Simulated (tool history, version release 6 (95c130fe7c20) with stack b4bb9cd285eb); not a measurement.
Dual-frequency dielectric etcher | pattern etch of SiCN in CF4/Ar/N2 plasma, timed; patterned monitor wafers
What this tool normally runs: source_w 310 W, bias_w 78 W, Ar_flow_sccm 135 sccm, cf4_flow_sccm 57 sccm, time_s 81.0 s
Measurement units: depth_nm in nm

run	hour	source_w	bias_w	Ar_flow_sccm	cf4_flow_sccm	time_s	read-back reference wafer on the same gauge, depth_nm	depth_nm
1	0.0	310	78	135	57	81.0	49.90	44.96
2	58.7	310	78	135	57	81.0	49.90	45.03
3	140.0	310	78	135	57	81.0	49.90	44.89
4	201.3	310	78	135	57	81.0	49.90	44.88
5	257.4	310	78	135	57	81.0	49.89	44.94
6	310.0	310	78	135	57	81.0	49.91	45.08
7	377.1	310	78	135	57	81.0	49.93	45.06
8	417.9	310	78	135	57	81.0	49.89	44.96
9	469.1	310	78	135	57	81.0	49.91	44.91
10	494.1	310	78	120	57	81.0	49.89	45.47
# hour 525.0: bias power generator calibrated
# hour 541.8: wet clean of the chamber
# hour 554.6: upper electrode replaced
11	555.1	310	78	124	48	81.0	49.90	44.67
# hour 597.8: gauge calibrated
12	600.4	310	78	135	57	81.0	49.89	45.04
13	679.7	310	66	135	48	81.0	49.88	42.31
# hour 692.0: CF4 flow controller replaced
# hour 710.5: Ar flow controller replaced
14	714.8	310	78	135	57	81.0	49.90	44.99
# hour 731.9: source power generator calibrated
15	754.5	310	78	135	57	81.0	49.87	44.79
16	796.4	310	60	135	61	81.0	49.88	41.96
17	850.1	310	78	135	57	81.0	49.89	44.85
18	901.0	310	78	157	70	81.0	49.89	44.95
19	926.9	310	78	135	46	97.5	49.93	53.08
20	952.2	310	93	135	64	81.0	49.91	47.89

Exercise: give the hidden state of the tool at every run:
etch rate over this chamber's usual, %: 0 in every run
source power that arrives over what is set, %: 0 in every run
bias power that arrives over what is set, %: 0 in every run
Ar flow that arrives over what is set, %: 0 in every run
CF4 flow that arrives over what is set, %: 0 in every run
gauge reads high (%): 0 in every run
